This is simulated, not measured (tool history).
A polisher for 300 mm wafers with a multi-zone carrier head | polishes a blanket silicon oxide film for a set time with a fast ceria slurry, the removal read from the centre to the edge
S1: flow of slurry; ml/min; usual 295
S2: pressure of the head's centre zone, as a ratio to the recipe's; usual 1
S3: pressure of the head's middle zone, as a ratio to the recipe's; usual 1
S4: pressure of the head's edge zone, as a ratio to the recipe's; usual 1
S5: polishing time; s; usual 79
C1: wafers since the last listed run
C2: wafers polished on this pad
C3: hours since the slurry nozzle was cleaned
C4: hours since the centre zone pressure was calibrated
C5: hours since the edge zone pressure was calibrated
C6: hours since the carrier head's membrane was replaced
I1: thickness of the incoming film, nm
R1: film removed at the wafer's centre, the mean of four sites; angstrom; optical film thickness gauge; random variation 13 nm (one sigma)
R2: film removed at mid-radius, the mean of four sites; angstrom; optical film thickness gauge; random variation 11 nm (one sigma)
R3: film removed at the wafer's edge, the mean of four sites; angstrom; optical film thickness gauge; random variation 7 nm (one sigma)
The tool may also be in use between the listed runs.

run,day,S1,S2,S3,S4,S5,C1,C2,C3,C4,C5,C6,I1,R1,R2,R3
1,0,265,0.96,1,1,100,0,1517,425.6,85,692.4,1181.5,2717.9,9229,9770,10076
2,3.208,375,0.91,0.88,0.92,79,940,2457,502.6,162,769.4,1258.5,2759.6,6980,7199,7832
# day 3.488: edge zone pressure recalibrated
3,4.904,295,1,1,1,79,472,2930,543.3,202.7,34,1299.2,2725.3,7693,7482,7933
4,7.404,295,1,1,1,79,732,3663,603.3,262.7,94,1359.2,2734.3,7266,7739,7788
# day 14.696: carrier head's membrane replaced by a new one
5,19.267,200,0.92,1,1.1,79,3415,7078,888,547.4,378.7,109.7,2703.9,6104,6810,7539
# day 20.238: slurry nozzle cleaned
6,21.921,195,1,1,1,104,765,7844,40.4,611.1,442.4,173.4,2778.7,9517,9700,10206
7,23.608,295,1,1,1.09,79,494,8338,80.9,651.6,482.9,213.9,2772.5,7749,7731,8225
# day 25.342: worn pad replaced by a new one
8,26.104,295,1.05,1,1,79,682,223,140.8,711.5,542.8,273.8,2742.3,8564,8276,8441
9,28.342,210,0.97,1,1,70,655,879,194.5,765.2,596.5,327.5,2721.1,6396,6649,7012
# day 29.712: centre zone pressure recalibrated
10,31.629,295,1.07,1,0.91,79,939,1818,273.4,46,675.4,406.4,2733.5,8274,7886,7783
11,33.867,295,1,1,1,79,655,2474,327.1,99.7,729.1,460.1,2720.6,7563,7781,7950
# day 37.238: edge zone pressure recalibrated
12,37.379,295,1,1,1,79,1004,3479,411.4,184,3.4,544.4,2785.1,7616,7571,7913
13,41.842,295,1,1.08,1,88,1307,4787,518.5,291.1,110.5,651.5,2754.7,8033,8819,8520
14,45.462,215,1,1,0.89,79,1061,5848,605.4,378,197.4,738.4,2706.3,6891,6819,6982
15,47.817,295,1,1,1,79,689,6538,661.9,434.5,253.9,794.9,2733.7,7198,7253,7675
# day 48.929: slurry nozzle cleaned
16,49.983,295,1,0.9,0.89,95,622,7160,25.3,486.5,305.9,846.9,2758.7,9245,8555,9212
17,59.458,355,1.08,1,1,79,2776,9937,252.7,713.9,533.3,1074.3,2736.9,8319,7636,7949
# day 59.929: worn pad replaced by a new one
18,61.721,295,1,1.07,1,79,614,525,307,768.2,587.6,1128.6,2749.7,8044,8630,8356
# day 64.092: centre zone pressure recalibrated
19,65.654,295,1.11,1,1,96,1128,1653,401.4,37.5,682,1223,2686.2,10230,9518,9705
20,68.042,295,1,1,1,79,699,2353,458.7,94.8,739.3,1280.3,2772.7,7591,7622,7817
# day 70.6: edge zone pressure recalibrated
21,71.558,265,1,1.09,1,79,1006,3359,543.1,179.2,23,1364.7,2696,7244,7968,7765
22,74.254,295,1,1,1,57,790,4149,607.8,243.9,87.7,1429.4,2787.6,5225,5525,5594

Forecast each of these 4 alternatives for the next run:
A,74.271,245,1,1,1,79,4,4154,608.2,244.3,88.1,1429.8,2747.8,?,?,?
B,74.271,230,1.12,1,1,55,4,4154,608.2,244.3,88.1,1429.8,2747.8,?,?,?
C,74.271,210,1,1.12,1,65,4,4154,608.2,244.3,88.1,1429.8,2747.8,?,?,?
D,74.271,330,1.03,1,1,64,4,4154,608.2,244.3,88.1,1429.8,2747.8,?,?,?

run,R1,R2,R3
A,7181,7421,7537
B,5524,5098,5200
C,5700,6510,6051
D,6346,6323,6335
Without the tool's hidden state the same runs would have given:
run,R1,R2,R3
A,8394,8586,8531
B,6495,5928,5906
C,6765,7631,6907
D,7245,7168,7072
